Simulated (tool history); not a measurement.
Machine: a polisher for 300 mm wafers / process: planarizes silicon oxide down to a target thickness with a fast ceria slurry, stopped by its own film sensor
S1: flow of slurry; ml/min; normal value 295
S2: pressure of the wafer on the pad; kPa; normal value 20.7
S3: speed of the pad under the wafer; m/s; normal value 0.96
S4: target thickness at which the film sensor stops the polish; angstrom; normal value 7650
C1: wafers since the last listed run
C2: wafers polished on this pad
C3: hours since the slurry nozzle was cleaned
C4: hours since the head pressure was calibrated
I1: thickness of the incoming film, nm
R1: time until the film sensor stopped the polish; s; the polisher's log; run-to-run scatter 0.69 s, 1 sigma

{"run": 1, "hour": 0.0, "S1": 295, "S2": 16.5, "S3": 0.96, "S4": 7650, "C1": 0, "C2": 142, "C3": 578.1, "C4": 411.3, "I1": 1729.4, "R1": 60.5}
{"run": 2, "hour": 12.9, "S1": 295, "S2": 20.7, "S3": 0.96, "S4": 6680, "C1": 93, "C2": 236, "C3": 591.0, "C4": 424.2, "I1": 1709.5, "R1": 53.6}
{"run": 3, "hour": 25.9, "S1": 295, "S2": 20.7, "S3": 0.96, "S4": 6680, "C1": 94, "C2": 330, "C3": 604.0, "C4": 437.2, "I1": 1716.6, "R1": 54.1}
{"run": 4, "hour": 37.2, "S1": 295, "S2": 20.7, "S3": 0.96, "S4": 6680, "C1": 82, "C2": 413, "C3": 615.3, "C4": 448.5, "I1": 1730.0, "R1": 53.7}
{"run": 5, "hour": 54.5, "S1": 295, "S2": 20.7, "S3": 0.96, "S4": 7650, "C1": 126, "C2": 539, "C3": 632.6, "C4": 465.8, "I1": 1701.4, "R1": 48.3}
{"run": 6, "hour": 68.1, "S1": 295, "S2": 20.7, "S3": 0.96, "S4": 7650, "C1": 99, "C2": 638, "C3": 646.2, "C4": 479.4, "I1": 1691.5, "R1": 46.8}
{"run": 7, "hour": 78.6, "S1": 295, "S2": 20.7, "S3": 0.96, "S4": 7650, "C1": 76, "C2": 714, "C3": 656.7, "C4": 489.9, "I1": 1710.9, "R1": 47.9}
{"hour": 90.3, "done": "worn pad replaced by a new one"}
{"run": 8, "hour": 105.5, "S1": 295, "S2": 20.7, "S3": 0.96, "S4": 6340, "C1": 166, "C2": 110, "C3": 683.6, "C4": 516.8, "I1": 1717.4, "R1": 53.8}
{"hour": 116.3, "done": "slurry nozzle cleaned"}
{"run": 9, "hour": 119.4, "S1": 295, "S2": 20.7, "S3": 0.96, "S4": 6340, "C1": 93, "C2": 204, "C3": 3.1, "C4": 530.7, "I1": 1714.8, "R1": 55.3}
{"run": 10, "hour": 128.7, "S1": 295, "S2": 20.7, "S3": 0.96, "S4": 7650, "C1": 67, "C2": 272, "C3": 12.4, "C4": 540.0, "I1": 1734.0, "R1": 47.6}
{"run": 11, "hour": 143.3, "S1": 295, "S2": 20.7, "S3": 0.96, "S4": 7650, "C1": 106, "C2": 379, "C3": 27.0, "C4": 554.6, "I1": 1715.8, "R1": 48.3}
{"run": 12, "hour": 154.0, "S1": 295, "S2": 20.7, "S3": 0.96, "S4": 7650, "C1": 77, "C2": 456, "C3": 37.7, "C4": 565.3, "I1": 1706.2, "R1": 48.1}
{"run": 13, "hour": 162.2, "S1": 395, "S2": 24.1, "S3": 0.96, "S4": 7650, "C1": 59, "C2": 516, "C3": 45.9, "C4": 573.5, "I1": 1723.9, "R1": 39.3}
{"run": 14, "hour": 169.8, "S1": 350, "S2": 20.7, "S3": 0.68, "S4": 7650, "C1": 55, "C2": 572, "C3": 53.5, "C4": 581.1, "I1": 1695.7, "R1": 62.9}
{"run": 15, "hour": 181.6, "S1": 195, "S2": 23.4, "S3": 0.62, "S4": 5240, "C1": 85, "C2": 657, "C3": 65.3, "C4": 592.9, "I1": 1686.6, "R1": 77.1}
{"run": 16, "hour": 198.5, "S1": 295, "S2": 24.8, "S3": 0.96, "S4": 7650, "C1": 123, "C2": 781, "C3": 82.2, "C4": 609.8, "I1": 1731.5, "R1": 41.1}
{"run": 17, "hour": 211.7, "S1": 295, "S2": 20.7, "S3": 0.96, "S4": 7650, "C1": 96, "C2": 877, "C3": 95.4, "C4": 623.0, "I1": 1703.7, "R1": 48.1}
{"hour": 218.4, "done": "worn pad replaced by a new one"}
{"run": 18, "hour": 226.6, "S1": 295, "S2": 26.9, "S3": 1.3, "S4": 9780, "C1": 79, "C2": 59, "C3": 110.3, "C4": 637.9, "I1": 1717.4, "R1": 22.1}
{"hour": 228.7, "done": "head pressure recalibrated"}
{"run": 19, "hour": 240.1, "S1": 230, "S2": 20.7, "S3": 0.96, "S4": 7650, "C1": 83, "C2": 143, "C3": 123.8, "C4": 11.4, "I1": 1728.1, "R1": 49.9}
{"run": 20, "hour": 256.4, "S1": 295, "S2": 20.7, "S3": 0.96, "S4": 7650, "C1": 118, "C2": 262, "C3": 140.1, "C4": 27.7, "I1": 1706.4, "R1": 48.3}
{"run": 21, "hour": 262.6, "S1": 295, "S2": 20.7, "S3": 1.04, "S4": 7650, "C1": 45, "C2": 307, "C3": 146.3, "C4": 33.9, "I1": 1712.4, "R1": 45.4}
{"run": 22, "hour": 271.9, "S1": 295, "S2": 24.1, "S3": 0.96, "S4": 10240, "C1": 67, "C2": 375, "C3": 155.6, "C4": 43.2, "I1": 1723.2, "R1": 29.6}
{"run": 23, "hour": 289.9, "S1": 295, "S2": 24.8, "S3": 0.96, "S4": 4580, "C1": 131, "C2": 506, "C3": 173.6, "C4": 61.2, "I1": 1709.8, "R1": 53.2}

Each row is a separate what-if for the run after 23, all from the same tool condition, not one after another. Results?
{"run": "A", "hour": 290.3, "S1": 295, "S2": 20.7, "S3": 0.96, "S4": 7650, "C1": 2, "C2": 509, "C3": 174.0, "C4": 61.6, "I1": 1711.4, "R1": "?"}
{"run": "B", "hour": 290.3, "S1": 260, "S2": 27.6, "S3": 0.96, "S4": 9630, "C1": 2, "C2": 509, "C3": 174.0, "C4": 61.6, "I1": 1711.4, "R1": "?"}
{"run": "C", "hour": 290.3, "S1": 295, "S2": 20.7, "S3": 1.06, "S4": 9560, "C1": 2, "C2": 509, "C3": 174.0, "C4": 61.6, "I1": 1711.4, "R1": "?"}
{"run": "D", "hour": 290.3, "S1": 215, "S2": 17.2, "S3": 0.82, "S4": 7650, "C1": 2, "C2": 509, "C3": 174.0, "C4": 61.6, "I1": 1711.4, "R1": "?"}
{"run": "E", "hour": 290.3, "S1": 210, "S2": 20.7, "S3": 0.96, "S4": 7650, "C1": 2, "C2": 509, "C3": 174.0, "C4": 61.6, "I1": 1711.4, "R1": "?"}

run=A R1=48.1
run=B R1=28.9
run=C R1=35.3
run=D R1=68.1
run=E R1=49.9
Stripped of hidden state, with their random variation kept, the same runs would have yielded:
run=A R1=48.1
run=B R1=28.9
run=C R1=35.3
run=D R1=68.1
run=E R1=49.9
